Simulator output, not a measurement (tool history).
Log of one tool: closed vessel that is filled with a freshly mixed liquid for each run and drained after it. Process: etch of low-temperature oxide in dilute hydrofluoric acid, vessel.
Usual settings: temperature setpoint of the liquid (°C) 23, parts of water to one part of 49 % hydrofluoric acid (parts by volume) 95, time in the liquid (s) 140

| run | hour | temperature setpoint of the liquid (°C) | parts of water to one part of 49 % hydrofluoric acid (parts by volume) | time in the liquid (s) | wafers since the last listed run | hours since the thermometer was replaced | hours since the hydrofluoric acid flow meter was replaced | hours since the gauge calibration | read-back film thickness of the low-temperature oxide reference wafer, read on the same gauge (nm) | thickness taken off the low-temperature oxide on a monitor wafer (Å) |
|---|---|---|---|---|---|---|---|---|---|---|
| 1 | 0 | 23 | 95 | 140 | 0 | 1295 | 2215.4 | 151.5 | 80.01 | 235.2 |
| 2 | 20.1 | 23 | 95 | 140 | 1846 | 1315.1 | 2235.5 | 171.6 | 80.03 | 238.1 |
| 3 | 35.9 | 23 | 95 | 140 | 1451 | 1330.9 | 2251.3 | 187.4 | 80 | 234.2 |
| 4 | 51.7 | 23 | 95 | 140 | 1451 | 1346.7 | 2267.1 | 203.2 | 80.02 | 240.3 |
| 5 | 83.8 | 23 | 95 | 140 | 2948 | 1378.8 | 2299.2 | 235.3 | 80.03 | 234.8 |
| 6 | 108.7 | 23 | 95 | 140 | 2287 | 1403.7 | 2324.1 | 260.2 | 80 | 236.6 |
| 7 | 132.6 | 23 | 95 | 140 | 2195 | 1427.6 | 2348 | 284.1 | 80 | 237 |
| 8 | 152.4 | 23 | 95 | 140 | 1818 | 1447.4 | 2367.8 | 303.9 | 80.02 | 238.9 |
| 9 | 245.5 | 23 | 95 | 140 | 8551 | 1540.5 | 2460.9 | 397 | 80 | 236.7 |
| 10 | 281 | 23 | 95 | 140 | 3260 | 1576 | 2496.4 | 432.5 | 80.03 | 240.5 |
| 11 | 315.8 | 23 | 95 | 140 | 3196 | 1610.8 | 2531.2 | 467.3 | 79.97 | 240.4 |
| 12 | 351.5 | 23 | 95 | 75 | 3279 | 1646.5 | 2566.9 | 503 | 80.03 | 127.1 |
|  | 368 | hydrofluoric acid flow meter replaced |
| 13 | 373.6 | 23 | 95 | 75 | 1938 | 1668.6 | 5.6 | 525.1 | 79.98 | 110.6 |
| 14 | 409.3 | 23 | 95 | 75 | 3279 | 1704.3 | 41.3 | 560.8 | 79.98 | 110.7 |
| 15 | 437 | 26.5 | 95 | 140 | 2544 | 1732 | 69 | 588.5 | 79.97 | 238.8 |
| 16 | 468.9 | 26.5 | 95 | 140 | 2930 | 1763.9 | 100.9 | 620.4 | 80.01 | 241.4 |
| 17 | 493.5 | 23 | 95 | 140 | 2259 | 1788.5 | 125.5 | 645 | 80 | 212.1 |
| 18 | 512 | 25.5 | 95 | 140 | 1699 | 1807 | 144 | 663.5 | 80.02 | 230.3 |
| 19 | 524.6 | 23 | 95 | 140 | 1157 | 1819.6 | 156.6 | 676.1 | 80.01 | 206.4 |
| 20 | 548.6 | 26.5 | 95 | 140 | 2204 | 1843.6 | 180.6 | 700.1 | 79.99 | 247.2 |
| 21 | 584.5 | 21 | 95 | 140 | 3297 | 1879.5 | 216.5 | 736 | 80.01 | 196 |
|  | 598 | thermometer replaced |
| 22 | 618.6 | 24.5 | 95 | 140 | 3040 | 20.6 | 250.6 | 770.1 | 80.01 | 223.6 |
| 23 | 634.6 | 23 | 95 | 140 | 1469 | 36.6 | 266.6 | 786.1 | 80.02 | 216.1 |
| 24 | 658.5 | 19 | 95 | 140 | 2195 | 60.5 | 290.5 | 810 | 79.95 | 179.4 |
|  | 660.5 | gauge calibrated |
| 25 | 689.9 | 25 | 135 | 215 | 2884 | 91.9 | 321.9 | 29.4 | 79.99 | 236.5 |
| 26 | 725.3 | 20.5 | 95 | 140 | 3251 | 127.3 | 357.3 | 64.8 | 80 | 195.8 |
| 27 | 762.7 | 21 | 135 | 205 | 3435 | 164.7 | 394.7 | 102.2 | 80 | 194.4 |
| 28 | 778.5 | 25.5 | 60 | 85 | 1451 | 180.5 | 410.5 | 118 | 79.99 | 236.2 |
| 29 | 803.4 | 25.5 | 55 | 140 | 2287 | 205.4 | 435.4 | 142.9 | 80 | 441 |
| 30 | 821 | 23 | 95 | 140 | 1616 | 223 | 453 | 160.5 | 80.01 | 219.2 |
| 31 | 844.9 | 23 | 95 | 140 | 2195 | 246.9 | 476.9 | 184.4 | 80.02 | 214.3 |
| 32 | 880 | 27.5 | 65 | 220 | 3223 | 282 | 512 | 219.5 | 80.05 | 605.7 |
| 33 | 913.4 | 23 | 95 | 140 | 3067 | 315.4 | 545.4 | 252.9 | 80.02 | 214.7 |

Measured less the same run without the tool's hidden state. The same run-to-run variation is in both; the gauge's scatter may not be:
The hidden state here: liquid hotter than its thermometer reads (K); hydrofluoric acid flow above the setpoint (%); gauge reads high (%).
| run | thickness taken off the low-temperature oxide on a monitor wafer (Å) |
|---|---|
| 1 | +28.8 |
| 2 | +29.3 |
| 3 | +29 |
| 4 | +29.9 |
| 5 | +29.6 |
| 6 | +30.1 |
| 7 | +30.3 |
| 8 | +30.8 |
| 9 | +31.5 |
| 10 | +32.3 |
| 11 | +32.6 |
| 12 | +17.5 |
| 13 | +1 |
| 14 | +1.1 |
| 15 | +3 |
| 16 | +3.4 |
| 17 | +3.2 |
| 18 | +3.8 |
| 19 | +3.5 |
| 20 | +4.6 |
| 21 | +4 |
| 22 | +4.9 |
| 23 | +5 |
| 24 | +4.4 |
| 25 | +6.4 |
| 26 | +5.4 |
| 27 | +6 |
| 28 | +7 |
| 29 | +13.6 |
| 30 | +7.2 |
| 31 | +7.3 |
| 32 | +21.3 |
| 33 | +8.1 |
